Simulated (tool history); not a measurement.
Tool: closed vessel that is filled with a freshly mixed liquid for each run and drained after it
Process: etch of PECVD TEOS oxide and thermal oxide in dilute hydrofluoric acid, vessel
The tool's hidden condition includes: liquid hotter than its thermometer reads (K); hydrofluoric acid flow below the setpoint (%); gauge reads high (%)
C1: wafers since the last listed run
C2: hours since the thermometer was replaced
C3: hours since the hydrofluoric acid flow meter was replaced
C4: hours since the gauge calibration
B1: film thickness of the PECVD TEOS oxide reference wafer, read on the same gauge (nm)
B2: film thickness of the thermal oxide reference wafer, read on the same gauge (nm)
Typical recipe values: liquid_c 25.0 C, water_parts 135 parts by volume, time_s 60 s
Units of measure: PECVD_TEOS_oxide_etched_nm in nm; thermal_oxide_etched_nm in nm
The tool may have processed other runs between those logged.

Run 1, hour 0.0: usual settings; C1 0; C2 1704.4; C3 2217.5; C4 911.3; B1 79.98; B2 40.001. Result: PECVD_TEOS_oxide_etched_nm 8.56 nm, thermal_oxide_etched_nm 1.963 nm.
Run 2, hour 35.0: usual settings but liquid_c 29.0 C, time_s 50 s; C1 2441; C2 1739.4; C3 2252.5; C4 946.3; B1 80.01; B2 40.004. Result: PECVD_TEOS_oxide_etched_nm 8.30 nm, thermal_oxide_etched_nm 1.904 nm.
Run 3, hour 67.3: usual settings but liquid_c 29.0 C, time_s 50 s; C1 2253; C2 1771.7; C3 2284.8; C4 978.6; B1 80.00; B2 39.981. Result: PECVD_TEOS_oxide_etched_nm 8.31 nm, thermal_oxide_etched_nm 1.931 nm.
At hour 92.2: gauge calibrated.
Run 4, hour 98.9: usual settings; C1 2204; C2 1803.3; C3 2316.4; C4 6.7; B1 79.99; B2 40.021. Result: PECVD_TEOS_oxide_etched_nm 8.63 nm, thermal_oxide_etched_nm 1.968 nm.
Run 5, hour 116.8: usual settings; C1 1248; C2 1821.2; C3 2334.3; C4 24.6; B1 80.00; B2 39.983. Result: PECVD_TEOS_oxide_etched_nm 8.58 nm, thermal_oxide_etched_nm 1.955 nm.
At hour 120.6: hydrofluoric acid flow meter replaced.
Run 6, hour 132.1: usual settings but time_s 70 s; C1 997; C2 1836.5; C3 11.5; C4 39.9; B1 79.98; B2 39.992. Result: PECVD_TEOS_oxide_etched_nm 10.79 nm, thermal_oxide_etched_nm 2.400 nm.
Run 7, hour 216.3: usual settings but liquid_c 28.5 C, water_parts 90 parts by volume, time_s 50 s; C1 5874; C2 1920.7; C3 95.7; C4 124.1; B1 80.01; B2 39.997. Result: PECVD_TEOS_oxide_etched_nm 13.90 nm, thermal_oxide_etched_nm 3.171 nm.
Run 8, hour 240.5: usual settings but liquid_c 23.5 C, water_parts 110 parts by volume, time_s 80 s; C1 1688; C2 1944.9; C3 119.9; C4 148.3; B1 80.00; B2 39.952. Result: PECVD_TEOS_oxide_etched_nm 14.61 nm, thermal_oxide_etched_nm 3.452 nm.
Run 9, hour 266.3: usual settings; C1 1800; C2 1970.7; C3 145.7; C4 174.1; B1 79.99; B2 40.016. Result: PECVD_TEOS_oxide_etched_nm 9.23 nm, thermal_oxide_etched_nm 2.095 nm.
Run 10, hour 294.9: usual settings but water_parts 165 parts by volume, time_s 90 s; C1 1995; C2 1999.3; C3 174.3; C4 202.7; B1 80.04; B2 39.992. Result: PECVD_TEOS_oxide_etched_nm 10.84 nm, thermal_oxide_etched_nm 2.428 nm.
Run 11, hour 320.1: usual settings but liquid_c 27.0 C, time_s 50 s; C1 1758; C2 2024.5; C3 199.5; C4 227.9; B1 80.00; B2 39.987. Result: PECVD_TEOS_oxide_etched_nm 8.27 nm, thermal_oxide_etched_nm 1.912 nm.
Run 12, hour 346.9: usual settings but liquid_c 26.5 C, water_parts 195 parts by volume; C1 1869; C2 2051.3; C3 226.3; C4 254.7; B1 80.00; B2 39.998. Result: PECVD_TEOS_oxide_etched_nm 6.19 nm, thermal_oxide_etched_nm 1.423 nm.
Run 13, hour 374.2: usual settings but liquid_c 21.0 C, water_parts 165 parts by volume, time_s 35 s; C1 1904; C2 2078.6; C3 253.6; C4 282.0; B1 79.99; B2 39.993. Result: PECVD_TEOS_oxide_etched_nm 3.65 nm, thermal_oxide_etched_nm 0.861 nm.
Run 14, hour 397.5: usual settings; C1 1625; C2 2101.9; C3 276.9; C4 305.3; B1 80.00; B2 40.001. Result: PECVD_TEOS_oxide_etched_nm 9.19 nm, thermal_oxide_etched_nm 2.063 nm.
Run 15, hour 417.8: usual settings; C1 1416; C2 2122.2; C3 297.2; C4 325.6; B1 80.01; B2 39.975. Result: PECVD_TEOS_oxide_etched_nm 9.19 nm, thermal_oxide_etched_nm 2.109 nm.
At hour 450.9: thermometer replaced.
Run 16, hour 498.8: usual settings but liquid_c 28.5 C; C1 5581; C2 47.9; C3 378.2; C4 406.6; B1 80.00; B2 40.033. Result: PECVD_TEOS_oxide_etched_nm 10.08 nm, thermal_oxide_etched_nm 2.344 nm.
Run 17, hour 510.9: usual settings; C1 844; C2 60.0; C3 390.3; C4 418.7; B1 79.98; B2 39.981. Result: PECVD_TEOS_oxide_etched_nm 8.90 nm, thermal_oxide_etched_nm 2.029 nm.
Run 18, hour 534.9: usual settings but liquid_c 22.0 C, water_parts 65 parts by volume; C1 1674; C2 84.0; C3 414.3; C4 442.7; B1 79.99; B2 40.010. Result: PECVD_TEOS_oxide_etched_nm 17.72 nm, thermal_oxide_etched_nm 3.915 nm.
Run 19, hour 554.6: usual settings but water_parts 70 parts by volume; C1 1374; C2 103.7; C3 434.0; C4 462.4; B1 80.02; B2 40.019. Result: PECVD_TEOS_oxide_etched_nm 18.48 nm, thermal_oxide_etched_nm 4.195 nm.
Run 20, hour 573.7: usual settings; C1 1332; C2 122.8; C3 453.1; C4 481.5; B1 79.99; B2 40.041. Result: PECVD_TEOS_oxide_etched_nm 8.88 nm, thermal_oxide_etched_nm 1.968 nm.
Run 21, hour 605.7: usual settings but water_parts 105 parts by volume, time_s 45 s; C1 2232; C2 154.8; C3 485.1; C4 513.5; B1 79.99; B2 39.986. Result: PECVD_TEOS_oxide_etched_nm 8.89 nm, thermal_oxide_etched_nm 2.015 nm.
Run 22, hour 629.8: usual settings but liquid_c 27.5 C, time_s 40 s; C1 1681; C2 178.9; C3 509.2; C4 537.6; B1 79.97; B2 39.986. Result: PECVD_TEOS_oxide_etched_nm 6.47 nm, thermal_oxide_etched_nm 1.493 nm.
Run 23, hour 649.6: usual settings but liquid_c 29.0 C, water_parts 170 parts by volume, time_s 80 s; C1 1381; C2 198.7; C3 529.0; C4 557.4; B1 80.00; B2 40.054. Result: PECVD_TEOS_oxide_etched_nm 10.36 nm, thermal_oxide_etched_nm 2.369 nm.
Run 24, hour 684.6: usual settings but liquid_c 28.0 C, water_parts 195 parts by volume; C1 2441; C2 233.7; C3 564.0; C4 592.4; B1 79.98; B2 39.984. Result: PECVD_TEOS_oxide_etched_nm 6.33 nm, thermal_oxide_etched_nm 1.447 nm.
Run 25, hour 720.1: usual settings; C1 2476; C2 269.2; C3 599.5; C4 627.9; B1 80.02; B2 39.989. Result: PECVD_TEOS_oxide_etched_nm 8.82 nm, thermal_oxide_etched_nm 2.039 nm.

5 ways to go on from here, each from the tool as it stands after run 25. What would each give?
Run A, hour 720.8: usual settings but time_s 75 s; C1 48; C2 269.9; C3 600.2; C4 628.6; B1 ?; B2 ?. Result: PECVD_TEOS_oxide_etched_nm ?, thermal_oxide_etched_nm ?.
Run B, hour 720.8: usual settings but liquid_c 20.5 C, water_parts 65 parts by volume, time_s 70 s; C1 48; C2 269.9; C3 600.2; C4 628.6; B1 ?; B2 ?. Result: PECVD_TEOS_oxide_etched_nm ?, thermal_oxide_etched_nm ?.
Run C, hour 720.8: usual settings but water_parts 170 parts by volume; C1 48; C2 269.9; C3 600.2; C4 628.6; B1 ?; B2 ?. Result: PECVD_TEOS_oxide_etched_nm ?, thermal_oxide_etched_nm ?.
Run D, hour 720.8: usual settings but liquid_c 23.0 C, water_parts 175 parts by volume, time_s 45 s; C1 48; C2 269.9; C3 600.2; C4 628.6; B1 ?; B2 ?. Result: PECVD_TEOS_oxide_etched_nm ?, thermal_oxide_etched_nm ?.
Run E, hour 720.8: usual settings but liquid_c 21.5 C, water_parts 105 parts by volume, time_s 80 s; C1 48; C2 269.9; C3 600.2; C4 628.6; B1 ?; B2 ?. Result: PECVD_TEOS_oxide_etched_nm ?, thermal_oxide_etched_nm ?.

run     B1      B2  PECVD_TEOS_oxide_etched_nm  thermal_oxide_etched_nm
  A  79.98  39.987                       11.04                    2.542
  B  79.98  39.987                       19.48                    4.482
  C  79.98  39.987                        6.73                    1.549
  D  79.98  39.987                        4.52                    1.041
  E  79.98  39.987                       13.69                    3.150
Without the tool's hidden state the same runs would have given:
run  PECVD_TEOS_oxide_etched_nm  thermal_oxide_etched_nm
  A                       11.12                    2.558
  B                       19.56                    4.502
  C                        6.78                    1.560
  D                        4.56                    1.049
  E                       13.76                    3.167
